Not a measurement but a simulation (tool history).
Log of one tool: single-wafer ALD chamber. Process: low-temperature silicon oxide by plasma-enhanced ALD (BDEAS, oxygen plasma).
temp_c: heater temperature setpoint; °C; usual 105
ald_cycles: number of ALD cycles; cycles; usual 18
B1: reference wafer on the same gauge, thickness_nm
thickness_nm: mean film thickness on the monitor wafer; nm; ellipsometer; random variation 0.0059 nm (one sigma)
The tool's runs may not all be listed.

{"run": 1, "hour": 0.0, "temp_c": 105, "ald_cycles": 18, "B1": 2.329, "thickness_nm": 2.354}
{"run": 2, "hour": 72.5, "temp_c": 105, "ald_cycles": 18, "B1": 2.331, "thickness_nm": 2.349}
{"run": 3, "hour": 146.4, "temp_c": 105, "ald_cycles": 18, "B1": 2.331, "thickness_nm": 2.344}
{"run": 4, "hour": 223.0, "temp_c": 105, "ald_cycles": 18, "B1": 2.329, "thickness_nm": 2.342}
{"hour": 227.6, "done": "gauge calibrated"}
{"run": 5, "hour": 311.7, "temp_c": 105, "ald_cycles": 18, "B1": 2.327, "thickness_nm": 2.335}
{"run": 6, "hour": 416.3, "temp_c": 105, "ald_cycles": 18, "B1": 2.33, "thickness_nm": 2.348}
{"run": 7, "hour": 508.8, "temp_c": 105, "ald_cycles": 18, "B1": 2.329, "thickness_nm": 2.341}
{"run": 8, "hour": 552.4, "temp_c": 105, "ald_cycles": 20, "B1": 2.327, "thickness_nm": 2.607}
{"hour": 570.3, "done": "thermocouple changed; heater temperature recalibrated"}
{"run": 9, "hour": 628.7, "temp_c": 105, "ald_cycles": 20, "B1": 2.33, "thickness_nm": 2.621}
{"run": 10, "hour": 733.9, "temp_c": 105, "ald_cycles": 20, "B1": 2.33, "thickness_nm": 2.609}
{"run": 11, "hour": 782.0, "temp_c": 105, "ald_cycles": 18, "B1": 2.33, "thickness_nm": 2.354}
{"run": 12, "hour": 858.7, "temp_c": 105, "ald_cycles": 18, "B1": 2.329, "thickness_nm": 2.36}
{"run": 13, "hour": 958.1, "temp_c": 105, "ald_cycles": 18, "B1": 2.331, "thickness_nm": 2.349}
{"run": 14, "hour": 1028.1, "temp_c": 105, "ald_cycles": 18, "B1": 2.329, "thickness_nm": 2.345}
{"run": 15, "hour": 1126.0, "temp_c": 105, "ald_cycles": 18, "B1": 2.331, "thickness_nm": 2.346}

Forecast run 16:
{"run": 16, "hour": 1195.7, "temp_c": 105, "ald_cycles": 20, "B1": "?", "thickness_nm": "?"}

Run 16 gave B1 2.330, thickness_nm 2.605 nm.
Without the tool's hidden state the same run would have given thickness_nm 2.612 nm.
